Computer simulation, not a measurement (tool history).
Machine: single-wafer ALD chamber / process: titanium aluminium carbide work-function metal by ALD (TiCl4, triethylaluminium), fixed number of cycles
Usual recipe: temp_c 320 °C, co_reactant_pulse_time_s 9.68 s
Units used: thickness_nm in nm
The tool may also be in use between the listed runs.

run	hour	temp_c	co_reactant_pulse_time_s	wafers since the last listed run	hours since the last thermocouple change	hours since the last triethylaluminium bottle change	hours since the showerhead was replaced	hours since the gauge calibration	read-back reference wafer on the same gauge, thickness_nm	thickness_nm
1	0.0	320	9.68	0	1906.5	313.0	3430.7	741.7	1.995	2.011
2	44.5	320	9.68	683	1951.0	357.5	3475.2	786.2	1.995	2.023
3	109.8	320	9.68	1003	2016.3	422.8	3540.5	851.5	1.995	2.020
4	181.8	320	9.68	1106	2088.3	494.8	3612.5	923.5	1.991	2.011
5	250.4	320	9.68	1054	2156.9	563.4	3681.1	992.1	1.992	2.013
6	308.7	320	9.68	896	2215.2	621.7	3739.4	1050.4	1.990	2.018
7	399.8	320	12.24	1400	2306.3	712.8	3830.5	1141.5	1.987	2.059
8	477.9	320	12.24	1200	2384.4	790.9	3908.6	1219.6	1.985	2.055
9	550.7	320	9.68	1118	2457.2	863.7	3981.4	1292.4	1.983	1.997
10	619.8	320	8.28	1061	2526.3	932.8	4050.5	1361.5	1.984	1.958
# hour 689.5: showerhead replaced
11	705.8	320	8.28	1198	2612.3	1018.8	16.3	1447.5	1.980	1.951
# hour 779.4: thermocouple changed; heater temperature recalibrated
12	783.0	320	8.28	1063	3.6	1096.0	93.5	1524.7	1.979	1.940
13	835.7	320	8.12	809	56.3	1148.7	146.2	1577.4	1.974	1.930
14	881.3	320	11.99	700	101.9	1194.3	191.8	1623.0	1.975	2.047
15	972.8	306	12.62	1406	193.4	1285.8	283.3	1714.5	1.970	1.944
16	1050.5	309	5.87	1194	271.1	1363.5	361.0	1792.2	1.966	1.665
17	1096.6	316	9.68	708	317.2	1409.6	407.1	1838.3	1.966	1.971
18	1163.7	320	9.68	1031	384.3	1476.7	474.2	1905.4	1.961	1.986
19	1268.5	320	7.26	1610	489.1	1581.5	579.0	2010.2	1.958	1.858
# hour 1318.2: triethylaluminium bottle replaced
20	1351.7	320	9.68	1155	572.3	33.5	662.2	2093.4	1.955	1.974
21	1430.4	320	9.68	1209	651.0	112.2	740.9	2172.1	1.948	1.978
# hour 1477.7: gauge calibrated
22	1487.2	320	9.68	872	707.8	169.0	797.7	9.5	2.010	2.038
23	1549.0	320	8.40	949	769.6	230.8	859.5	71.3	2.011	1.981
24	1642.3	320	11.19	1433	862.9	324.1	952.8	164.6	2.008	2.073
25	1697.9	320	11.72	854	918.5	379.7	1008.4	220.2	2.009	2.067
26	1793.9	325	6.28	1475	1014.5	475.7	1104.4	316.2	2.009	1.855
27	1894.6	324	11.74	1547	1115.2	576.4	1205.1	416.9	2.006	2.099

What if the next run were any one of these 5? Each begins from the tool's condition after run 27:
A	1895.0	320	6.46	6	1115.6	576.8	1205.5	417.3	?	?
B	1895.0	316	13.22	6	1115.6	576.8	1205.5	417.3	?	?
C	1895.0	320	12.01	6	1115.6	576.8	1205.5	417.3	?	?
D	1895.0	313	11.06	6	1115.6	576.8	1205.5	417.3	?	?
E	1895.0	334	12.56	6	1115.6	576.8	1205.5	417.3	?	?

run	read-back reference wafer on the same gauge, thickness_nm	thickness_nm
A	2.007	1.838
B	2.007	2.058
C	2.007	2.076
D	2.007	2.011
E	2.007	2.187
Without the tool's unlogged condition, the same runs would have read:
run	thickness_nm
A	1.831
B	2.050
C	2.069
D	2.004
E	2.179

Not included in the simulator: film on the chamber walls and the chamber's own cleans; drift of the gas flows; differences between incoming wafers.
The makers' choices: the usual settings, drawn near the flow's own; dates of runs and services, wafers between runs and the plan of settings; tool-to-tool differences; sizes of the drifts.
